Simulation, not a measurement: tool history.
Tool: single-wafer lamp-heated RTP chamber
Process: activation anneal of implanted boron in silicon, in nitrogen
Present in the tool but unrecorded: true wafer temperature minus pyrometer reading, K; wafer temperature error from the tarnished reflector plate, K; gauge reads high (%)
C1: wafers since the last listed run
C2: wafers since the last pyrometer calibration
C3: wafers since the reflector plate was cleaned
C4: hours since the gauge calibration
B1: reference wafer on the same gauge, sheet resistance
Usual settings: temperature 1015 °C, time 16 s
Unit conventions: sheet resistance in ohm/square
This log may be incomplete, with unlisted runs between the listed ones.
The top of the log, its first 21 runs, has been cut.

Run 22, hour 346.6: usual settings but temperature 1045 °C, time 19 s; C1 159; C2 1758; C3 1758; C4 111.0; B1 135.96. Result: sheet resistance 144.08 ohm/square.
Run 23, hour 360.6: usual settings but temperature 999 °C; C1 138; C2 1896; C3 1896; C4 125.0; B1 136.01. Result: sheet resistance 151.53 ohm/square.
Run 24, hour 373.4: usual settings but temperature 988 °C, time 23 s; C1 126; C2 2023; C3 2023; C4 137.8; B1 135.98. Result: sheet resistance 153.55 ohm/square.
Run 25, hour 384.6: usual settings but temperature 1042 °C, time 23 s; C1 111; C2 2134; C3 2134; C4 149.0; B1 135.99. Result: sheet resistance 144.00 ohm/square.
Run 26, hour 393.0: usual settings but temperature 996 °C; C1 83; C2 2217; C3 2217; C4 157.4; B1 135.99. Result: sheet resistance 152.35 ohm/square.
Run 27, hour 403.7: usual settings but time 7 s; C1 106; C2 2324; C3 2324; C4 168.1; B1 136.01. Result: sheet resistance 150.36 ohm/square.
Run 28, hour 415.6: usual settings but temperature 1038 °C, time 21 s; C1 117; C2 2441; C3 2441; C4 180.0; B1 136.01. Result: sheet resistance 144.18 ohm/square.
Run 29, hour 428.6: usual settings but temperature 1036 °C, time 10 s; C1 128; C2 2570; C3 2570; C4 193.0; B1 136.02. Result: sheet resistance 146.27 ohm/square.
Run 30, hour 446.3: usual settings but temperature 1001 °C, time 10 s; C1 175; C2 2746; C3 2746; C4 210.7; B1 136.04. Result: sheet resistance 152.22 ohm/square.
Run 31, hour 461.2: usual settings but temperature 1028 °C, time 18 s; C1 147; C2 2893; C3 2893; C4 225.6; B1 136.00. Result: sheet resistance 145.35 ohm/square.
Run 32, hour 479.2: usual settings but temperature 1023 °C, time 24 s; C1 178; C2 3072; C3 3072; C4 243.6; B1 135.99. Result: sheet resistance 145.35 ohm/square.
Run 33, hour 486.6: usual settings but temperature 994 °C, time 21 s; C1 73; C2 3145; C3 3145; C4 251.0; B1 135.94. Result: sheet resistance 151.00 ohm/square.
Run 34, hour 495.3: usual settings but time 18 s; C1 86; C2 3231; C3 3231; C4 259.7; B1 136.04. Result: sheet resistance 146.90 ohm/square.
At hour 515.9: reflector plate cleaned.
Run 35, hour 516.4: usual settings but temperature 992 °C; C1 129; C2 3361; C3 4; C4 280.8; B1 136.04. Result: sheet resistance 156.05 ohm/square.
Run 36, hour 523.3: usual settings; C1 68; C2 3430; C3 73; C4 287.7; B1 136.05. Result: sheet resistance 148.53 ohm/square.

What if the next run were any one of these 5? Each begins from the tool's condition after run 36:
Run A, hour 523.7: usual settings but temperature 1006 °C; C1 3; C2 3434; C3 77; C4 288.1; B1 ?. Result: sheet resistance ?.
Run B, hour 523.7: usual settings but temperature 1004 °C, time 7 s; C1 3; C2 3434; C3 77; C4 288.1; B1 ?. Result: sheet resistance ?.
Run C, hour 523.7: usual settings but temperature 1044 °C, time 24 s; C1 3; C2 3434; C3 77; C4 288.1; B1 ?. Result: sheet resistance ?.
Run D, hour 523.7: usual settings but temperature 1039 °C, time 20 s; C1 3; C2 3434; C3 77; C4 288.1; B1 ?. Result: sheet resistance ?.
Run E, hour 523.7: usual settings but time 22 s; C1 3; C2 3434; C3 77; C4 288.1; B1 ?. Result: sheet resistance ?.

run      B1  sheet resistance
  A  135.99            150.67
  B  135.99            154.52
  C  135.99            143.98
  D  135.99            144.94
  E  135.99            147.93
Without the tool's hidden state the same runs would have given:
run  sheet resistance
  A            150.75
  B            154.64
  C            144.01
  D            144.97
  E            147.98

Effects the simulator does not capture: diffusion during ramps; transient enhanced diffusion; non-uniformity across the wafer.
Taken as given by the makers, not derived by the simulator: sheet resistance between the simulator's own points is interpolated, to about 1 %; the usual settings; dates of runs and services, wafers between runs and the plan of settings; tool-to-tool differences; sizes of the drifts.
